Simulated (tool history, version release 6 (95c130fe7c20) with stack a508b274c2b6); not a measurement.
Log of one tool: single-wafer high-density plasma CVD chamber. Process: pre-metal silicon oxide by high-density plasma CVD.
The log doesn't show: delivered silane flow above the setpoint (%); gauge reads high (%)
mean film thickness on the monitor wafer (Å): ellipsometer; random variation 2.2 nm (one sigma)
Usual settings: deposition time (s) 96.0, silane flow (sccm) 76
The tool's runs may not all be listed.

run	hour	deposition time (s)	silane flow (sccm)	wafers since the last listed run	hours since the silane flow controller was replaced	hours since the gauge calibration	read-back reference wafer on the same gauge, thickness_nm	mean film thickness on the monitor wafer (Å)
1	0.0	96.0	84	0	2923.1	155.8	852.826	8272.96
2	54.0	96.0	84	1150	2977.1	209.8	853.458	8275.98
3	95.6	96.0	76	886	3018.7	251.4	851.950	7508.72
4	166.4	96.0	76	1507	3089.5	322.2	853.148	7465.13
5	231.9	96.0	76	1395	3155.0	387.7	853.203	7493.06
6	273.4	96.0	76	883	3196.5	429.2	852.831	7450.73
7	301.8	96.0	76	604	3224.9	457.6	853.206	7468.33
# hour 329.6: silane flow controller replaced
8	340.3	96.0	81	649	10.7	496.1	853.715	8408.53
9	378.1	96.0	76	805	48.5	533.9	853.537	7869.73
10	420.7	85.9	86	907	91.1	576.5	852.692	7953.19
11	476.3	89.0	62	1184	146.7	632.1	852.740	5917.27
# hour 481.3: gauge calibrated
12	516.6	89.8	80	858	187.0	35.3	853.006	7680.62
13	541.3	96.0	76	526	211.7	60.0	852.047	7808.35
14	572.5	86.9	76	664	242.9	91.2	853.477	7028.53
15	630.5	88.2	76	1235	300.9	149.2	852.640	7123.75
16	669.8	81.3	76	837	340.2	188.5	853.667	6574.60
17	732.1	89.8	80	1326	402.5	250.8	852.418	7631.96

3 ways to go on from here, each from the tool as it stands after run 17. What would each give?
A	732.5	96.0	76	8	402.9	251.2	?	?
B	732.5	96.0	63	8	402.9	251.2	?	?
C	732.5	107.0	81	8	402.9	251.2	?	?

run	read-back reference wafer on the same gauge, thickness_nm	mean film thickness on the monitor wafer (Å)
A	852.788	7763.43
B	852.788	6435.48
C	852.788	9222.27
Without the tool's hidden state the same runs would have given:
run	mean film thickness on the monitor wafer (Å)
A	7974.63
B	6610.55
C	9473.15
